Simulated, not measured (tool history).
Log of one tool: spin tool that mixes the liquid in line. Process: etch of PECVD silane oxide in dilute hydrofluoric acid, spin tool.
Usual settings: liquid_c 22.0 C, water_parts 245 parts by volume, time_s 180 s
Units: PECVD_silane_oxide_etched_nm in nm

run	hour	liquid_c	water_parts	time_s	wafers since the last listed run	hours since the thermometer was replaced	hours since the hydrofluoric acid flow meter was replaced	hours since the gauge calibration	read-back film thickness of the PECVD silane oxide reference wafer, read on the same gauge (nm)	PECVD_silane_oxide_etched_nm
1	0.0	25.5	245	180	0	1756.1	706.3	458.8	150.02	28.66
2	58.6	25.5	245	180	472	1814.7	764.9	517.4	150.01	28.90
3	123.5	25.5	245	180	523	1879.6	829.8	582.3	149.99	28.84
4	163.2	22.0	245	180	319	1919.3	869.5	622.0	150.00	25.48
5	195.9	22.0	245	180	263	1952.0	902.2	654.7	150.00	25.71
6	266.7	22.0	245	180	570	2022.8	973.0	725.5	149.99	25.57
7	330.8	26.0	245	180	516	2086.9	1037.1	789.6	149.99	29.67
8	367.8	26.0	245	180	298	2123.9	1074.1	826.6	149.99	29.70
9	410.0	26.0	245	180	340	2166.1	1116.3	868.8	150.00	29.33
10	439.1	20.5	245	210	234	2195.2	1145.4	897.9	150.01	28.42
11	510.4	20.5	245	210	574	2266.5	1216.7	969.2	150.00	28.24
12	552.6	19.0	245	225	340	2308.7	1258.9	1011.4	150.00	28.84
13	606.5	18.0	205	145	434	2362.6	1312.8	1065.3	149.99	22.16
14	648.8	22.0	245	120	340	2404.9	1355.1	1107.6	150.01	17.16
# hour 714.6: hydrofluoric acid flow meter replaced
15	717.7	22.0	130	90	547	2473.8	3.1	1176.5	149.99	27.04
16	747.0	22.0	245	180	236	2503.1	32.4	1205.8	150.00	25.49
17	796.7	22.0	185	180	400	2552.8	82.1	1255.5	149.99	35.83
18	820.8	22.0	345	180	194	2576.9	106.2	1279.6	149.99	16.37
19	869.2	22.0	245	205	390	2625.3	154.6	1328.0	150.00	29.14
# hour 876.8: gauge calibrated
# hour 926.1: thermometer replaced
20	929.3	26.5	360	215	476	3.2	214.7	52.5	150.00	20.89
21	973.6	22.0	245	265	356	47.5	259.0	96.8	149.99	36.24
22	1025.4	24.0	245	180	417	99.3	310.8	148.6	150.00	26.62
23	1064.8	22.0	245	180	317	138.7	350.2	188.0	149.99	24.49
24	1117.0	18.0	160	265	420	190.9	402.4	240.2	150.01	51.82
25	1147.7	19.0	185	255	247	221.6	433.1	270.9	149.99	43.97
26	1187.2	26.5	360	215	318	261.1	472.6	310.4	150.01	21.19
27	1215.6	22.0	295	180	228	289.5	501.0	338.8	150.02	19.60
28	1283.9	17.5	245	180	550	357.8	569.3	407.1	150.01	20.95
29	1325.0	22.0	245	180	331	398.9	610.4	448.2	150.00	24.76
30	1364.4	22.0	245	240	317	438.3	649.8	487.6	150.00	33.25
31	1414.7	19.0	245	255	405	488.6	700.1	537.9	150.01	31.52
32	1469.2	25.0	315	180	439	543.1	754.6	592.4	149.99	20.11

The same runs without the tool's hidden state, with the same run-to-run variation:
The hidden state here: liquid hotter than its thermometer reads (K); hydrofluoric acid flow above the setpoint (%); gauge reads high (%).
run	PECVD_silane_oxide_etched_nm
1	27.63
2	27.81
3	27.72
4	24.44
5	24.64
6	24.45
7	28.36
8	28.36
9	27.98
10	27.04
11	26.82
12	27.33
13	20.95
14	16.24
15	25.93
16	24.50
17	34.34
18	15.74
19	27.91
20	20.74
21	35.91
22	26.35
23	24.21
24	51.13
25	43.36
26	20.88
27	19.30
28	20.58
29	24.30
30	32.60
31	30.86
32	19.67
